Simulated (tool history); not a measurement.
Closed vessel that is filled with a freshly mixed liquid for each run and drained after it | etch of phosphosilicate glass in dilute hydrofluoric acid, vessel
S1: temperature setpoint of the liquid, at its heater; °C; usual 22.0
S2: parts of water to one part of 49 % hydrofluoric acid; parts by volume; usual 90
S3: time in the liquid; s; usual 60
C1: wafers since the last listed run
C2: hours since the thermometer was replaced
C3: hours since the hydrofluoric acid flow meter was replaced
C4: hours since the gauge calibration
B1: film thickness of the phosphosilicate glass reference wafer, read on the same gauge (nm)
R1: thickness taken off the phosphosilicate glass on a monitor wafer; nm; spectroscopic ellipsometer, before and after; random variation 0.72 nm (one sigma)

Run 1, hour 0.0: usual settings; C1 0; C2 1772.4; C3 1300.3; C4 349.5; B1 61.36. Result: R1 126.08 nm.
Run 2, hour 32.8: usual settings; C1 4380; C2 1805.2; C3 1333.1; C4 382.3; B1 61.43. Result: R1 125.14 nm.
Run 3, hour 48.1: usual settings; C1 2043; C2 1820.5; C3 1348.4; C4 397.6; B1 61.45. Result: R1 126.32 nm.
Run 4, hour 68.2: usual settings but S2 120 parts by volume; C1 2684; C2 1840.6; C3 1368.5; C4 417.7; B1 61.51. Result: R1 89.88 nm.
Run 5, hour 84.2: usual settings; C1 2136; C2 1856.6; C3 1384.5; C4 433.7; B1 61.53. Result: R1 126.24 nm.
Run 6, hour 104.5: usual settings; C1 2711; C2 1876.9; C3 1404.8; C4 454.0; B1 61.55. Result: R1 123.64 nm.
Run 7, hour 117.0: usual settings; C1 1669; C2 1889.4; C3 1417.3; C4 466.5; B1 61.58. Result: R1 124.64 nm.
Run 8, hour 137.2: usual settings but S2 60 parts by volume, S3 75 s; C1 2697; C2 1909.6; C3 1437.5; C4 486.7; B1 61.58. Result: R1 245.28 nm.
Run 9, hour 153.9: usual settings but S2 60 parts by volume, S3 75 s; C1 2230; C2 1926.3; C3 1454.2; C4 503.4; B1 61.58. Result: R1 243.02 nm.
Run 10, hour 184.5: usual settings but S1 20.5 °C; C1 4086; C2 1956.9; C3 1484.8; C4 534.0; B1 61.63. Result: R1 117.60 nm.
Run 11, hour 217.1: usual settings but S1 20.5 °C; C1 4354; C2 1989.5; C3 1517.4; C4 566.6; B1 61.65. Result: R1 117.91 nm.
Run 12, hour 233.7: usual settings but S2 65 parts by volume; C1 2217; C2 2006.1; C3 1534.0; C4 583.2; B1 61.67. Result: R1 178.75 nm.
Run 13, hour 258.1: usual settings but S2 65 parts by volume; C1 3258; C2 2030.5; C3 1558.4; C4 607.6; B1 61.69. Result: R1 177.28 nm.
Run 14, hour 279.6: usual settings; C1 2871; C2 2052.0; C3 1579.9; C4 629.1; B1 61.68. Result: R1 125.58 nm.
Run 15, hour 300.4: usual settings but S1 24.5 °C, S2 120 parts by volume, S3 35 s; C1 2778; C2 2072.8; C3 1600.7; C4 649.9; B1 61.72. Result: R1 57.89 nm.
At hour 310.4: hydrofluoric acid flow meter replaced.
Run 16, hour 324.4: usual settings but S2 110 parts by volume, S3 35 s; C1 3071; C2 2096.8; C3 14.0; C4 673.9; B1 61.73. Result: R1 57.64 nm.
Run 17, hour 345.4: usual settings but S1 18.0 °C; C1 2804; C2 2117.8; C3 35.0; C4 694.9; B1 61.73. Result: R1 105.89 nm.
At hour 367.2: thermometer replaced.
Run 18, hour 376.9: usual settings but S3 80 s; C1 4073; C2 9.7; C3 66.5; C4 726.4; B1 61.72. Result: R1 166.65 nm.
Run 19, hour 392.9: usual settings but S3 75 s; C1 2136; C2 25.7; C3 82.5; C4 742.4; B1 61.74. Result: R1 157.40 nm.
Run 20, hour 407.7: usual settings; C1 1976; C2 40.5; C3 97.3; C4 757.2; B1 61.77. Result: R1 125.38 nm.
Run 21, hour 436.5: usual settings but S1 20.5 °C; C1 3846; C2 69.3; C3 126.1; C4 786.0; B1 61.76. Result: R1 118.10 nm.
Run 22, hour 471.3: usual settings but S3 45 s; C1 4647; C2 104.1; C3 160.9; C4 820.8; B1 61.78. Result: R1 93.82 nm.
At hour 473.8: gauge calibrated.
Run 23, hour 547.3: usual settings; C1 10150; C2 180.1; C3 236.9; C4 73.5; B1 60.45. Result: R1 124.56 nm.
Run 24, hour 576.8: usual settings; C1 3940; C2 209.6; C3 266.4; C4 103.0; B1 60.60. Result: R1 123.14 nm.
Run 25, hour 599.4: usual settings but S1 18.0 °C, S2 100 parts by volume, S3 35 s; C1 3018; C2 232.2; C3 289.0; C4 125.6; B1 60.76. Result: R1 54.21 nm.
Run 26, hour 623.1: usual settings but S1 19.5 °C, S2 135 parts by volume, S3 50 s; C1 3165; C2 255.9; C3 312.7; C4 149.3; B1 60.84. Result: R1 59.39 nm.
Run 27, hour 639.1: usual settings; C1 2136; C2 271.9; C3 328.7; C4 165.3; B1 60.91. Result: R1 123.19 nm.
Run 28, hour 663.1: usual settings but S1 23.5 °C, S2 105 parts by volume; C1 3205; C2 295.9; C3 352.7; C4 189.3; B1 60.97. Result: R1 111.31 nm.

Forecast each of these 4 alternatives for the next run:
Run A, hour 663.8: usual settings; C1 93; C2 296.6; C3 353.4; C4 190.0; B1 ?. Result: R1 ?.
Run B, hour 663.8: usual settings but S1 26.5 °C, S3 50 s; C1 93; C2 296.6; C3 353.4; C4 190.0; B1 ?. Result: R1 ?.
Run C, hour 663.8: usual settings but S1 19.5 °C, S2 60 parts by volume; C1 93; C2 296.6; C3 353.4; C4 190.0; B1 ?. Result: R1 ?.
Run D, hour 663.8: usual settings but S1 19.0 °C, S2 60 parts by volume, S3 40 s; C1 93; C2 296.6; C3 353.4; C4 190.0; B1 ?. Result: R1 ?.

run     B1      R1
  A  61.00  124.59
  B  61.00  124.20
  C  61.00  174.55
  D  61.00  113.92
Without the tool's hidden state the same runs would have given:
run      R1
  A  122.55
  B  122.17
  C  171.69
  D  112.06

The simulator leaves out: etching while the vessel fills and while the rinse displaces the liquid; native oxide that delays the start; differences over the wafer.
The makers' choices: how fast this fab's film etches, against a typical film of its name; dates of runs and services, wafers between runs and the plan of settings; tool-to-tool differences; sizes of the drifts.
